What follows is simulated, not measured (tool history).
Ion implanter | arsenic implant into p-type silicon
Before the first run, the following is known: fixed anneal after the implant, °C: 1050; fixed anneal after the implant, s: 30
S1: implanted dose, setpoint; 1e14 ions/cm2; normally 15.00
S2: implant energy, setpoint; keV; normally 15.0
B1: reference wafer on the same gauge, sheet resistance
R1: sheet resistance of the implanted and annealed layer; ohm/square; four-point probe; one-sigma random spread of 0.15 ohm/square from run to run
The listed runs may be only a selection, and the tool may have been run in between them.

run    hour     S1    S2     B1      R1
  1     0.0  15.00  15.0  93.00   98.50
  2    28.0  15.00  15.0  93.02   98.23
  3    78.2  15.00  15.0  92.95   98.40
  4   110.8  17.19  13.0  93.00   92.68
  5   175.4  15.00  11.5  92.96   99.74
  6   233.7  15.00  15.0  93.04   98.18
  7   304.2  15.00  15.0  92.98   98.55
  8   371.2  15.00  15.0  92.99   98.10
  9   440.6  15.00  15.0  92.97   98.17
 10   494.8  15.00  15.0  93.00   97.92
 11   529.5  15.00  15.0  93.05   97.96
 12   559.4  15.00  12.0  92.96   99.48
 13   620.3  15.00  15.0  93.05   97.77
      663.4  -- gauge calibrated
 14   738.3  18.44  19.5  93.00   86.09
 15   805.8  13.32  11.5  93.03  105.82
 16   832.0  18.47  17.0  93.05   87.10
 17   879.9  10.97  18.0  93.04  116.61
 18   907.5  15.00  15.0  93.08   97.61
      986.1  -- Faraday cup replaced and dose calibrated
 19   986.6  19.20  17.0  93.02   86.32
 20  1019.0  15.00  13.0  92.98   99.76
 21  1068.1  12.30  12.5  92.97  112.26
 22  1135.6  15.00  19.0  93.04   96.98
 23  1159.7  13.95  16.5  92.98  102.20
 24  1208.4  17.19  13.0  92.97   92.95
 25  1249.2  16.45  12.0  92.98   95.19
     1279.7  -- extraction supply calibrated
 26  1304.4  13.02  15.0  93.01  106.94
 27  1347.7  19.13  13.0  92.98   88.23
 28  1436.7  13.34  12.0  93.02  106.61
 29  1479.0  15.00  15.0  93.00   98.58
 30  1532.8  13.27  13.5  92.96  105.86
 31  1564.5  12.87  11.0  93.05  108.95
 32  1601.9  19.36  13.0  93.01   87.55
 33  1628.2  17.27  15.0  93.01   91.17
 34  1656.2  15.00  12.5  93.00   99.26
 35  1704.9  15.00  17.0  93.07   97.45
 36  1772.0  18.71  13.0  93.07   88.58

Run by run, hidden condition taken away, random variation retained:
The hidden state here: deviation of the true dose from the Faraday cup's reading, %; deviation of the true energy from its setpoint, %; gauge reads high (%).
run      R1
  1   99.01
  2   98.76
  3   98.97
  4   93.19
  5  100.39
  6   98.89
  7   99.32
  8   98.93
  9   99.06
 10   98.85
 11   98.93
 12  100.46
 13   98.81
 14   86.99
 15  107.21
 16   88.04
 17  118.47
 18   98.89
 19   86.39
 20   99.87
 21  112.46
 22   97.20
 23  102.46
 24   93.19
 25   95.47
 26  107.38
 27   88.53
 28  107.17
 29   99.10
 30  106.52
 31  109.67
 32   88.00
 33   91.71
 34   99.93
 35   98.17
 36   89.16
